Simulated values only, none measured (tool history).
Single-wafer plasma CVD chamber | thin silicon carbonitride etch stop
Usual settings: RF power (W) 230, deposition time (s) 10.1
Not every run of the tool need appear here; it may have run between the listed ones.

run	hour	RF power (W)	deposition time (s)	read-back reference wafer on the same gauge, thickness_nm	mean film thickness on the monitor wafer (Å)
1	0	230	8.5	5.387	46.07
2	103.9	230	8.5	5.391	46.19
3	187.1	230	10.1	5.391	54.78
4	288.3	230	10.1	5.391	55
5	380.1	230	10.1	5.39	54.91
6	462.1	210	10.1	5.392	53.41
7	527.1	210	10.1	5.389	53.35
8	621.8	210	10.1	5.388	53.14
9	718.7	230	10.1	5.389	54.49
# hour 732.1: thermocouple changed; heater temperature recalibrated
10	800.5	230	10.1	5.392	54.68
# hour 926.4: showerhead replaced
11	933.9	230	10.1	5.391	54.47
12	1039.6	215	11.8	5.387	62.87
13	1099.5	230	10.1	5.389	54.64
# hour 1142.7: gauge calibrated
14	1155	245	10.1	5.39	55.66
15	1198	230	10.1	5.388	54.6
# hour 1234.8: RF generator calibrated
16	1243	230	10.1	5.389	55.86
17	1316	255	10.1	5.39	57.07
18	1394.9	215	10.7	5.39	57.89
19	1445.3	275	10.1	5.391	58.42
20	1527.5	230	10.1	5.393	55.46
21	1633.2	275	11.7	5.39	67.44

Expected results for the next run?
22	1704.1	205	10.1	?	?

read-back reference wafer on the same gauge, thickness_nm: 5.388
mean film thickness on the monitor wafer (Å): 53.85
The same run, on a tool lacking any hidden state, would have yielded mean film thickness on the monitor wafer (Å) 54.39.
